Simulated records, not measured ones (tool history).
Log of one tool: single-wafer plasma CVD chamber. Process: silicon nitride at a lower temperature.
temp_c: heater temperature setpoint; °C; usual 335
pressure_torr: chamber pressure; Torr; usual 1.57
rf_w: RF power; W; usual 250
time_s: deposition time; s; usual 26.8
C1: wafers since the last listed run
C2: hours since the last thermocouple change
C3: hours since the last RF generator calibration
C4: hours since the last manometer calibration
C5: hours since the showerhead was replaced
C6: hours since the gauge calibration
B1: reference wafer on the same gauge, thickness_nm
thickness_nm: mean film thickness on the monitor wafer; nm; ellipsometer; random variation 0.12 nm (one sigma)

{"run": 1, "hour": 0.0, "temp_c": 335, "pressure_torr": 1.57, "rf_w": 290, "time_s": 26.8, "C1": 0, "C2": 1377.7, "C3": 1423.9, "C4": 1219, "C5": 6944.4, "C6": 151, "B1": 31.982, "thickness_nm": 30.767}
{"run": 2, "hour": 10.2, "temp_c": 335, "pressure_torr": 1.57, "rf_w": 290, "time_s": 26.8, "C1": 270, "C2": 1387.9, "C3": 1434.1, "C4": 1229.2, "C5": 6954.6, "C6": 161.2, "B1": 31.999, "thickness_nm": 30.829}
{"run": 3, "hour": 19.3, "temp_c": 335, "pressure_torr": 1.57, "rf_w": 290, "time_s": 26.8, "C1": 241, "C2": 1397, "C3": 1443.2, "C4": 1238.3, "C5": 6963.7, "C6": 170.3, "B1": 31.948, "thickness_nm": 30.783}
{"run": 4, "hour": 29.2, "temp_c": 335, "pressure_torr": 1.57, "rf_w": 250, "time_s": 26.8, "C1": 262, "C2": 1406.9, "C3": 1453.1, "C4": 1248.2, "C5": 6973.6, "C6": 180.2, "B1": 31.967, "thickness_nm": 26.84}
{"run": 5, "hour": 42.3, "temp_c": 343, "pressure_torr": 1.57, "rf_w": 250, "time_s": 26.8, "C1": 347, "C2": 1420, "C3": 1466.2, "C4": 1261.3, "C5": 6986.7, "C6": 193.3, "B1": 32.04, "thickness_nm": 26.639}
{"run": 6, "hour": 53.2, "temp_c": 343, "pressure_torr": 1.57, "rf_w": 250, "time_s": 26.8, "C1": 289, "C2": 1430.9, "C3": 1477.1, "C4": 1272.2, "C5": 6997.6, "C6": 204.2, "B1": 32.031, "thickness_nm": 26.598}
{"run": 7, "hour": 65.6, "temp_c": 343, "pressure_torr": 1.57, "rf_w": 250, "time_s": 26.8, "C1": 329, "C2": 1443.3, "C3": 1489.5, "C4": 1284.6, "C5": 7010, "C6": 216.6, "B1": 31.976, "thickness_nm": 26.61}
{"run": 8, "hour": 80.1, "temp_c": 335, "pressure_torr": 1.57, "rf_w": 250, "time_s": 26.8, "C1": 385, "C2": 1457.8, "C3": 1504, "C4": 1299.1, "C5": 7024.5, "C6": 231.1, "B1": 32.035, "thickness_nm": 26.645}
{"run": 9, "hour": 130.3, "temp_c": 335, "pressure_torr": 1.57, "rf_w": 250, "time_s": 26.8, "C1": 1333, "C2": 1508, "C3": 1554.2, "C4": 1349.3, "C5": 7074.7, "C6": 281.3, "B1": 32.025, "thickness_nm": 26.761}
{"hour": 144.5, "done": "capacitance manometer re-zeroed and calibrated"}
{"run": 10, "hour": 148.0, "temp_c": 335, "pressure_torr": 1.57, "rf_w": 250, "time_s": 26.8, "C1": 257, "C2": 1525.7, "C3": 1571.9, "C4": 3.5, "C5": 7092.4, "C6": 299, "B1": 31.979, "thickness_nm": 26.671}
{"run": 11, "hour": 155.4, "temp_c": 335, "pressure_torr": 1.57, "rf_w": 250, "time_s": 26.8, "C1": 196, "C2": 1533.1, "C3": 1579.3, "C4": 10.9, "C5": 7099.8, "C6": 306.4, "B1": 32.003, "thickness_nm": 26.655}
{"run": 12, "hour": 173.2, "temp_c": 335, "pressure_torr": 1.57, "rf_w": 250, "time_s": 26.8, "C1": 472, "C2": 1550.9, "C3": 1597.1, "C4": 28.7, "C5": 7117.6, "C6": 324.2, "B1": 32.03, "thickness_nm": 26.725}
{"hour": 193.4, "done": "RF generator calibrated"}
{"run": 13, "hour": 193.9, "temp_c": 328, "pressure_torr": 1.57, "rf_w": 250, "time_s": 26.8, "C1": 337, "C2": 1571.6, "C3": 0.5, "C4": 49.4, "C5": 7138.3, "C6": 344.9, "B1": 31.966, "thickness_nm": 28.982}
{"run": 14, "hour": 207.3, "temp_c": 350, "pressure_torr": 1.43, "rf_w": 220, "time_s": 30.1, "C1": 355, "C2": 1585, "C3": 13.9, "C4": 62.8, "C5": 7151.7, "C6": 358.3, "B1": 31.972, "thickness_nm": 27.649}
{"hour": 220.4, "done": "thermocouple changed; heater temperature recalibrated"}
{"run": 15, "hour": 220.9, "temp_c": 330, "pressure_torr": 1.72, "rf_w": 210, "time_s": 30.6, "C1": 148, "C2": 0.5, "C3": 27.5, "C4": 76.4, "C5": 7165.3, "C6": 371.9, "B1": 32.016, "thickness_nm": 28.621}
{"hour": 227.3, "done": "gauge calibrated"}
{"run": 16, "hour": 232.7, "temp_c": 335, "pressure_torr": 1.57, "rf_w": 275, "time_s": 24, "C1": 313, "C2": 12.3, "C3": 39.3, "C4": 88.2, "C5": 7177.1, "C6": 5.4, "B1": 32.05, "thickness_nm": 28.598}
{"run": 17, "hour": 244.5, "temp_c": 335, "pressure_torr": 1.57, "rf_w": 265, "time_s": 23, "C1": 313, "C2": 24.1, "C3": 51.1, "C4": 100, "C5": 7188.9, "C6": 17.2, "B1": 32.031, "thickness_nm": 26.36}
{"hour": 256.3, "done": "showerhead replaced"}
{"run": 18, "hour": 256.8, "temp_c": 320, "pressure_torr": 1.8, "rf_w": 225, "time_s": 24.6, "C1": 114, "C2": 36.4, "C3": 63.4, "C4": 112.3, "C5": 0.5, "C6": 29.5, "B1": 31.93, "thickness_nm": 24.926}
{"run": 19, "hour": 270.7, "temp_c": 335, "pressure_torr": 1.57, "rf_w": 225, "time_s": 30.6, "C1": 369, "C2": 50.3, "C3": 77.3, "C4": 126.2, "C5": 14.4, "C6": 43.4, "B1": 31.957, "thickness_nm": 29.578}
{"run": 20, "hour": 288.4, "temp_c": 347, "pressure_torr": 1.57, "rf_w": 250, "time_s": 26.8, "C1": 470, "C2": 68, "C3": 95, "C4": 143.9, "C5": 32.1, "C6": 61.1, "B1": 32.01, "thickness_nm": 28.805}
{"run": 21, "hour": 298.0, "temp_c": 335, "pressure_torr": 1.57, "rf_w": 250, "time_s": 26.8, "C1": 254, "C2": 77.6, "C3": 104.6, "C4": 153.5, "C5": 41.7, "C6": 70.7, "B1": 31.965, "thickness_nm": 28.543}
{"run": 22, "hour": 313.1, "temp_c": 321, "pressure_torr": 1.57, "rf_w": 275, "time_s": 26.8, "C1": 401, "C2": 92.7, "C3": 119.7, "C4": 168.6, "C5": 56.8, "C6": 85.8, "B1": 32.001, "thickness_nm": 31.751}
{"run": 23, "hour": 319.3, "temp_c": 335, "pressure_torr": 1.57, "rf_w": 205, "time_s": 23.7, "C1": 164, "C2": 98.9, "C3": 125.9, "C4": 174.8, "C5": 63, "C6": 92, "B1": 32.008, "thickness_nm": 20.524}
{"run": 24, "hour": 328.7, "temp_c": 326, "pressure_torr": 1.93, "rf_w": 210, "time_s": 24.5, "C1": 249, "C2": 108.3, "C3": 135.3, "C4": 184.2, "C5": 72.4, "C6": 101.4, "B1": 32.06, "thickness_nm": 23.1}
{"run": 25, "hour": 337.8, "temp_c": 335, "pressure_torr": 1.57, "rf_w": 250, "time_s": 26.8, "C1": 241, "C2": 117.4, "C3": 144.4, "C4": 193.3, "C5": 81.5, "C6": 110.5, "B1": 31.987, "thickness_nm": 28.814}
{"run": 26, "hour": 355.0, "temp_c": 347, "pressure_torr": 1.41, "rf_w": 250, "time_s": 26.8, "C1": 456, "C2": 134.6, "C3": 161.6, "C4": 210.5, "C5": 98.7, "C6": 127.7, "B1": 31.96, "thickness_nm": 27.867}
{"run": 27, "hour": 364.6, "temp_c": 325, "pressure_torr": 1.57, "rf_w": 250, "time_s": 23.6, "C1": 254, "C2": 144.2, "C3": 171.2, "C4": 220.1, "C5": 108.3, "C6": 137.3, "B1": 32.006, "thickness_nm": 25.218}
{"run": 28, "hour": 376.9, "temp_c": 349, "pressure_torr": 1.72, "rf_w": 230, "time_s": 22.5, "C1": 326, "C2": 156.5, "C3": 183.5, "C4": 232.4, "C5": 120.6, "C6": 149.6, "B1": 31.971, "thickness_nm": 22.399}
{"run": 29, "hour": 383.9, "temp_c": 326, "pressure_torr": 1.57, "rf_w": 230, "time_s": 26.8, "C1": 185, "C2": 163.5, "C3": 190.5, "C4": 239.4, "C5": 127.6, "C6": 156.6, "B1": 31.987, "thickness_nm": 26.342}

Hidden state at the last listed run before each entry between runs and at the first one after, where it differs:
Between runs 9 and 10: capacitance manometer re-zeroed and calibrated (hour 144.5)
  delivered RF power above the setpoint (%): -8.9 -> -8.92
  measured less the result without the state, thickness_nm: -2.63 -> -2.627 nm
Between runs 12 and 13: RF generator calibrated (hour 193.4)
  delivered RF power above the setpoint (%): -8.94 -> -0.412
  measured less the result without the state, thickness_nm: -2.643 -> -0.117 nm
Between runs 14 and 15: thermocouple changed; heater temperature recalibrated (hour 220.4)
  delivered RF power above the setpoint (%): -0.59 -> -0.768
  measured less the result without the state, thickness_nm: -0.167 -> -0.226 nm
Between runs 15 and 16: gauge calibrated (hour 227.3)
  delivered RF power above the setpoint (%): -0.768 -> -0.918
  measured less the result without the state, thickness_nm: -0.226 -> -0.249 nm
Between runs 17 and 18: showerhead replaced (hour 256.3)
  delivered RF power above the setpoint (%): -1.07 -> -1.22
  measured less the result without the state, thickness_nm: -0.276 -> -0.314 nm
